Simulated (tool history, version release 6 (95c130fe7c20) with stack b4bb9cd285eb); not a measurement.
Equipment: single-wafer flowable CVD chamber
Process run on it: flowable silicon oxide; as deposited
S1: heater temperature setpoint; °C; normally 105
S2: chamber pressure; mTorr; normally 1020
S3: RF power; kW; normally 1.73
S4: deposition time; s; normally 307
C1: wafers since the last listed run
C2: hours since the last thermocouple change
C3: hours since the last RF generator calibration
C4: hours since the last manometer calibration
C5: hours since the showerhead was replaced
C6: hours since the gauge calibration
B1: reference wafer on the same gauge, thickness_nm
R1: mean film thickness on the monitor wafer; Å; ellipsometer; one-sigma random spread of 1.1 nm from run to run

run    hour   S1    S2     S3   S4   C1      C2      C3      C4      C5      C6       B1       R1
  1       0  105  1020   1.73  307    0   932.7   464.1   122.7  6390.5  1039.3  194.025  2090.41
  2      36  105  1020   1.73  307  134   968.7   500.1   158.7  6426.5  1075.3  193.917  2101.42
  3    83.5  105  1020   1.73  307  177  1016.2   547.6   206.2    6474  1122.8   194.26     2085
  4   133.1  105  1020   1.73  307  185  1065.8   597.2   255.8  6523.6  1172.4  194.051  2098.21
  5   168.3  105  1020   1.73  307  131    1101   632.4     291  6558.8  1207.6  194.178  2086.32
  6   205.4  105  1020   1.73  260  138  1138.1   669.5   328.1  6595.9  1244.7   193.98  1775.11
  7   258.9  105  1020   1.73  260  199  1191.6     723   381.6  6649.4  1298.2  193.756  1761.45
  8   438.5  105  1020   1.73  260  671  1371.2   902.6   561.2    6829  1477.8  193.905   1740.9
  9   470.7  105  1020   1.73  307  120  1403.4   934.8   593.4  6861.2    1510  194.056  2052.37
      472.9  -- gauge calibrated
 10   537.4  105  1020   1.73  307  249  1470.1  1001.5   660.1  6927.9    64.5  194.092  2062.73
 11   567.4  105  1100   1.92  307  112  1500.1  1031.5   690.1  6957.9    94.5  193.896  2253.45
 12   617.8  105  1020   1.73  307  188  1550.5  1081.9   740.5  7008.3   144.9  194.091  2043.51
 13   668.3  105  1020   1.73  307  188    1601  1132.4     791  7058.8   195.4  194.167  2058.96
        680  -- showerhead replaced
 14   693.2  105  1180   1.73  307   63  1625.9  1157.3   815.9    13.2   220.3  194.028  2273.32
      709.2  -- RF generator calibrated
      709.8  -- thermocouple changed; heater temperature recalibrated
 15   740.7   96  1020   1.73  353  145    30.9    31.5   863.4    60.7   267.8  193.804  3408.87
 16   810.4  105   900  1.485  307  260   100.6   101.2   933.1   130.4   337.5  193.871  1804.75
 17   878.9  105  1020   1.73  307  255   169.1   169.7  1001.6   198.9     406  193.992  2095.43
 18   914.4  114  1020   1.43  307  132   204.6   205.2  1037.1   234.4   441.5  194.006  1391.86
      930.6  -- capacitance manometer re-zeroed and calibrated
 19   961.7  109  1100   1.43  253  146   251.9   252.5    31.1   281.7   488.8      194  1429.82
 20     989  111  1020  1.435  332  101   279.2   279.8    58.4     309   516.1   193.92   1677.6
 21  1034.6  105  1020   1.54  307  170   324.8   325.4     104   354.6   561.7  194.074  2004.74
 22    1091  105  1020   1.73  307  210   381.2   381.8   160.4     411   618.1  194.059  2086.55
 23  1134.5  105  1020   1.73  307  162   424.7   425.3   203.9   454.5   661.6  193.979  2092.37
 24  1188.8  105  1020    1.5  286  202     479   479.6   258.2   508.8   715.9  193.802  1851.48
 25  1229.5   92  1020   1.73  307  152   519.7   520.3   298.9   549.5   756.6  193.984  3418.37
 26  1281.2  105  1020   1.73  307  193   571.4     572   350.6   601.2   808.3   193.87  2087.83
 27  1334.4  110  1020   1.73  307  198   624.6   625.2   403.8   654.4   861.5  193.953  1736.96
 28  1380.7   97  1020   1.73  343  172   670.9   671.5   450.1   700.7   907.8  193.818  3172.63

Each row is a separate what-if for the run after 28, all from the same tool condition, not one after another. Results?
  A  1381.2  105  1020   1.73  360   1  671.4  672  450.6  701.2  908.3   ?   ?
  B  1381.2   93   960   1.61  274   1  671.4  672  450.6  701.2  908.3   ?   ?
  C  1381.2  105  1020  1.545  275   1  671.4  672  450.6  701.2  908.3   ?   ?
  D  1381.2  105  1020  1.495  368   1  671.4  672  450.6  701.2  908.3   ?   ?

run       B1       R1
  A  193.962  2437.64
  B  193.962  2728.88
  C  193.962  1775.33
  D  193.962   2337.2
With no hidden state in the tool, these same runs would have given:
run       R1
  A  2459.19
  B  2755.54
  C  1795.72
  D  2364.04

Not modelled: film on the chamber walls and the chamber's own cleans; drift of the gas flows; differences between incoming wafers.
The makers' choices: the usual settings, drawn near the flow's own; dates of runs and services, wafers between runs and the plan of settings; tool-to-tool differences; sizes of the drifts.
